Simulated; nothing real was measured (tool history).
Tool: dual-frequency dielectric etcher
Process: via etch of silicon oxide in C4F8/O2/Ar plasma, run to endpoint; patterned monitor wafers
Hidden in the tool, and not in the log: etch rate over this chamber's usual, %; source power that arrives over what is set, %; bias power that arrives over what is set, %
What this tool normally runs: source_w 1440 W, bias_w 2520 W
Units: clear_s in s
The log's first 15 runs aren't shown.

run    hour  source_w  bias_w  wafers since the last listed run  hours since the last wet clean  hours since the last source power generator calibration  hours since the last bias power generator calibration  hours since the last upper electrode change  incoming incoming film thickness, nm  clear_s
      878.2  -- bias power generator calibrated
 16   963.2      1550    2029                               636                           200.1                                                   2889.5                                                     85                                        155.4                                1235.7    273.3
 17  1024.1      1530    1899                               256                             261                                                   2950.4                                                  145.9                                        216.3                                1245.3    285.2
 18  1048.2      1440    2813                               101                           285.1                                                   2974.5                                                    170                                        240.4                                1242.2    246.6
 19  1094.9      1110    2231                               196                           331.8                                                   3021.2                                                  216.7                                        287.1                                1246.9    290.2
 20  1133.9      1600    2011                               164                           370.8                                                   3060.2                                                  255.7                                        326.1                                1233.8    277.2
 21  1165.9      1440    2520                               134                           402.8                                                   3092.2                                                  287.7                                        358.1                                1231.5    256.6
 22  1227.9      1440    2520                               261                           464.8                                                   3154.2                                                  349.7                                        420.1                                1229.8    256.1
 23  1261.7      1630    3051                               142                           498.6                                                     3188                                                  383.5                                        453.9                                1248.9      238
 24  1318.3      1440    3025                               238                           555.2                                                   3244.6                                                  440.1                                        510.5                                1252.1    245.5
     1372.7  -- source power generator calibrated
     1400.4  -- wet clean of the chamber
 25  1400.9      1440    2520                               230                             0.5                                                     28.2                                                  522.7                                        593.1                                1237.8    249.2
 26    1415      1690    2329                                59                            14.6                                                     42.3                                                  536.8                                        607.2                                1238.8    246.5
 27  1440.4      1440    2520                               107                              40                                                     67.7                                                  562.2                                        632.6                                1234.7      248
 28    1477      1440    2842                               154                            76.6                                                    104.3                                                  598.8                                        669.2                                1246.7    243.4
 29  1524.3      1440    2520                               199                           123.9                                                    151.6                                                  646.1                                        716.5                                1240.4    250.2
 30  1591.9      1440    2520                               285                           191.5                                                    219.2                                                  713.7                                        784.1                                1246.5      255
 31  1627.6      1230    2903                               150                           227.2                                                    254.9                                                  749.4                                        819.8                                1250.5    252.3
 32  1810.6      1340    2005                               771                           410.2                                                    437.9                                                  932.4                                       1002.8                                1246.6    292.5
 33    1838      1440    2520                               115                           437.6                                                    465.3                                                  959.8                                       1030.2                                1223.7    255.2
 34  1909.7      1660    2079                               302                           509.3                                                      537                                                 1031.5                                       1101.9                                1245.6    275.5

5 ways to go on from here, each from the tool as it stands after run 34. What would each give?
  A  1910.2      1710    2520                                 2                           509.8                                                    537.5                                                   1032                                       1102.4                                1242.2        ?
  B  1910.2      1250    2520                                 2                           509.8                                                    537.5                                                   1032                                       1102.4                                1242.2        ?
  C  1910.2      1190    2816                                 2                           509.8                                                    537.5                                                   1032                                       1102.4                                1242.2        ?
  D  1910.2      1440    1982                                 2                           509.8                                                    537.5                                                   1032                                       1102.4                                1242.2        ?
  E  1910.2      1750    2268                                 2                           509.8                                                    537.5                                                   1032                                       1102.4                                1242.2        ?

run  clear_s
  A    255.3
  B    273.9
  C    264.6
  D    292.9
  E    264.8
The same runs, with their run-to-run variation unchanged, on a tool lacking any hidden condition would have given:
run  clear_s
  A    241.7
  B    259.4
  C    250.5
  D    277.3
  E    250.8
